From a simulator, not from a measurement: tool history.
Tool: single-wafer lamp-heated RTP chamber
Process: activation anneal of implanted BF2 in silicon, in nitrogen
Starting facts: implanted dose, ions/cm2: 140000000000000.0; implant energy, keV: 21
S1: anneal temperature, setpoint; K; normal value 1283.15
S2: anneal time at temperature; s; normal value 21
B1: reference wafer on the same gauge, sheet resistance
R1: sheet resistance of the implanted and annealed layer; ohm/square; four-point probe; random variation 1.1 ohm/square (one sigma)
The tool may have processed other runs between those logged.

{"run": 1, "hour": 0.0, "S1": 1263.15, "S2": 21, "B1": 644.18, "R1": 723.74}
{"run": 2, "hour": 107.4, "S1": 1263.15, "S2": 21, "B1": 643.22, "R1": 722.06}
{"run": 3, "hour": 173.7, "S1": 1283.15, "S2": 21, "B1": 642.27, "R1": 716.4}
{"run": 4, "hour": 260.8, "S1": 1283.15, "S2": 21, "B1": 640.5, "R1": 715.19}
{"run": 5, "hour": 299.3, "S1": 1283.15, "S2": 21, "B1": 640.06, "R1": 715.97}
{"run": 6, "hour": 375.2, "S1": 1283.15, "S2": 21, "B1": 638.22, "R1": 711.1}
{"run": 7, "hour": 471.3, "S1": 1283.15, "S2": 21, "B1": 645.89, "R1": 720.06}
{"run": 8, "hour": 520.4, "S1": 1283.15, "S2": 21, "B1": 646.03, "R1": 719.99}
{"run": 9, "hour": 577.6, "S1": 1283.15, "S2": 21, "B1": 645.81, "R1": 719.69}
{"run": 10, "hour": 622.6, "S1": 1283.15, "S2": 29, "B1": 645.17, "R1": 716.21}
{"run": 11, "hour": 700.2, "S1": 1283.15, "S2": 16, "B1": 644.46, "R1": 721.44}
{"run": 12, "hour": 789.2, "S1": 1259.15, "S2": 12, "B1": 643.11, "R1": 727.68}
{"run": 13, "hour": 873.7, "S1": 1307.15, "S2": 15, "B1": 641.45, "R1": 714.4}
{"run": 14, "hour": 913.7, "S1": 1266.15, "S2": 18, "B1": 640.7, "R1": 721.08}
{"run": 15, "hour": 1008.7, "S1": 1283.15, "S2": 21, "B1": 638.78, "R1": 712.56}
{"run": 16, "hour": 1064.9, "S1": 1294.15, "S2": 15, "B1": 646.63, "R1": 725.41}
{"run": 17, "hour": 1109.9, "S1": 1259.15, "S2": 28, "B1": 646.7, "R1": 724.72}
{"run": 18, "hour": 1217.5, "S1": 1264.15, "S2": 30, "B1": 645.83, "R1": 721.5}

Between the runs listed above, the log contained 6 entries, not reproduced here. Where in the sequence does each belong, and how does what the log doesn't record of the tool's condition differ from the listed run before to the listed run after?
After run 1, before run 2: pyrometer window cleaned and pyrometer calibrated (hour 27.4); reflector plate cleaned (hour 68.2)
  gauge reads high (%): -0.256 -> -0.441
  difference, measured minus the result without the unlogged condition, R1: -1.86 -> -3.19 ohm/square
After run 6, before run 7: gauge calibrated (hour 385.5)
  gauge reads high (%): -1.22 -> 0.0337
  difference, measured minus the result without the unlogged condition, R1: -8.75 -> +0.24 ohm/square
After run 12, before run 13: pyrometer window cleaned and pyrometer calibrated (hour 873.2)
  gauge reads high (%): -0.451 -> -0.686
  difference, measured minus the result without the unlogged condition, R1: -3.3 -> -4.93 ohm/square
After run 13, before run 14: reflector plate cleaned (hour 897.8)
  gauge reads high (%): -0.686 -> -0.812
  difference, measured minus the result without the unlogged condition, R1: -4.93 -> -5.9 ohm/square
After run 15, before run 16: gauge calibrated (hour 1009.1)
  gauge reads high (%): -1.15 -> 0.106
  difference, measured minus the result without the unlogged condition, R1: -8.31 -> +0.77 ohm/square
